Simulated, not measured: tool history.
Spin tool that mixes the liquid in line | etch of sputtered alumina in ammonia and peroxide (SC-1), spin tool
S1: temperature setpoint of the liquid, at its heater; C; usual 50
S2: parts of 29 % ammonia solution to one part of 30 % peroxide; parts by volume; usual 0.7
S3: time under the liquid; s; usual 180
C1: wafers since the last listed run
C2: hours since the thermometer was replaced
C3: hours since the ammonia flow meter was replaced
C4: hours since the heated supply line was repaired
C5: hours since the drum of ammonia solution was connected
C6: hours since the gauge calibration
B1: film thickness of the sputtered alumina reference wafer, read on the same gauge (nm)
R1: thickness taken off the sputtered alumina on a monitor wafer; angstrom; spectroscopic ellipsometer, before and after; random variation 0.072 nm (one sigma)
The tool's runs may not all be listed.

run	day	S1	S2	S3	C1	C2	C3	C4	C5	C6	B1	R1
1	0	50	0.7	180	0	671.8	1609.9	678.2	175.8	2761	40.04	129.5
2	2.471	50	0.7	180	321	731.1	1669.2	737.5	235.1	2820.3	39.95	127.9
# day 5.204: thermometer replaced
3	6.754	56.5	0.7	180	552	37.2	1772	840.3	337.9	2923.1	40.03	183.6
4	9.258	56.5	0.7	180	326	97.3	1832.1	900.4	398	2983.2	40.04	181.3
# day 12.467: ammonia flow meter replaced
5	15.388	50	0.7	180	792	244.4	70.1	1047.5	545.1	3130.3	40	127.3
6	19.225	50	0.7	210	499	336.5	162.2	1139.6	637.2	3222.4	39.97	148.1
7	21.833	55.5	0.5	135	339	399.1	224.8	1202.2	699.8	3285	39.99	123.3
# day 24.442: gauge calibrated
8	25.979	50	0.7	105	539	498.6	324.3	1301.7	799.3	36.9	40.02	72.8
# day 28.354: new drum of ammonia solution connected
9	28.375	50	0.7	180	306	556.1	381.8	1359.2	0.5	94.4	40.02	124.7
10	31.525	56	0.7	180	410	631.7	457.4	1434.8	76.1	170	39.99	172.1
11	34.121	58.5	0.45	270	337	694	519.7	1497.1	138.4	232.3	40.02	282.9
12	36.775	50	0.7	110	345	757.7	583.4	1560.8	202.1	296	40.01	76.8
# day 39.85: thermometer replaced
# day 40.425: heated supply line repaired
13	41.104	45	0.7	135	552	30.1	687.3	16.3	306	399.9	40.05	74.1
14	44.121	50	1	180	392	102.5	759.7	88.7	378.4	472.3	40.01	136.5
15	46.6	50	0.7	180	322	162	819.2	148.2	437.9	531.8	40.01	130.7
16	50.621	50	0.55	290	523	258.5	915.7	244.7	534.4	628.3	40	206.1
17	53.808	50	0.7	180	414	335	992.2	321.2	610.9	704.8	40.03	131
18	57.229	50	0.7	245	445	417.1	1074.3	403.3	693	786.9	39.97	176.3
19	60.671	58.5	1	180	448	499.7	1156.9	485.9	775.6	869.5	39.96	211.4
# day 63.575: new drum of ammonia solution connected
20	63.612	50	0.7	280	377	570.3	1227.5	556.5	0.9	940.1	40.02	200.7
21	67.75	40.5	0.85	180	538	669.6	1326.8	655.8	100.2	1039.4	40	75.8
# day 68.717: thermometer replaced
22	72.138	50	0.7	180	565	82.1	1432.1	761.1	205.5	1144.7	40	127.4
23	73.65	50	0.7	130	196	118.4	1468.4	797.4	241.8	1181	40.02	93.2

Hidden state at the last listed run before each entry between runs and at the first one after, where it differs:
Between runs 2 and 3: thermometer replaced (day 5.204)
  temperature lost on the way to the wafer (K): 0.488 -> 0.553
  measured less the result without the state, R1: -3.5 -> -5.4 angstrom
Between runs 4 and 5: ammonia flow meter replaced (day 12.467)
  temperature lost on the way to the wafer (K): 0.591 -> 0.685
  measured less the result without the state, R1: -5.7 -> -4.8 angstrom
Between runs 7 and 8: gauge calibrated (day 24.442)
  temperature lost on the way to the wafer (K): 0.783 -> 0.846
  measured less the result without the state, R1: -5.3 -> -3.5 angstrom
Between runs 8 and 9: new drum of ammonia solution connected (day 28.354)
  temperature lost on the way to the wafer (K): 0.846 -> 0.882
  measured less the result without the state, R1: -3.5 -> -6.2 angstrom
Between runs 12 and 13: thermometer replaced (day 39.85); heated supply line repaired (day 40.425)
  temperature lost on the way to the wafer (K): 1.01 -> 0.024
  measured less the result without the state, R1: -4.4 -> -0.1 angstrom
Between runs 19 and 20: new drum of ammonia solution connected (day 63.575)
  temperature lost on the way to the wafer (K): 0.322 -> 0.367
  measured less the result without the state, R1: -3.6 -> -4.1 angstrom
Between runs 21 and 22: thermometer replaced (day 68.717)
  temperature lost on the way to the wafer (K): 0.43 -> 0.497
  measured less the result without the state, R1: -1.9 -> -3.5 angstrom

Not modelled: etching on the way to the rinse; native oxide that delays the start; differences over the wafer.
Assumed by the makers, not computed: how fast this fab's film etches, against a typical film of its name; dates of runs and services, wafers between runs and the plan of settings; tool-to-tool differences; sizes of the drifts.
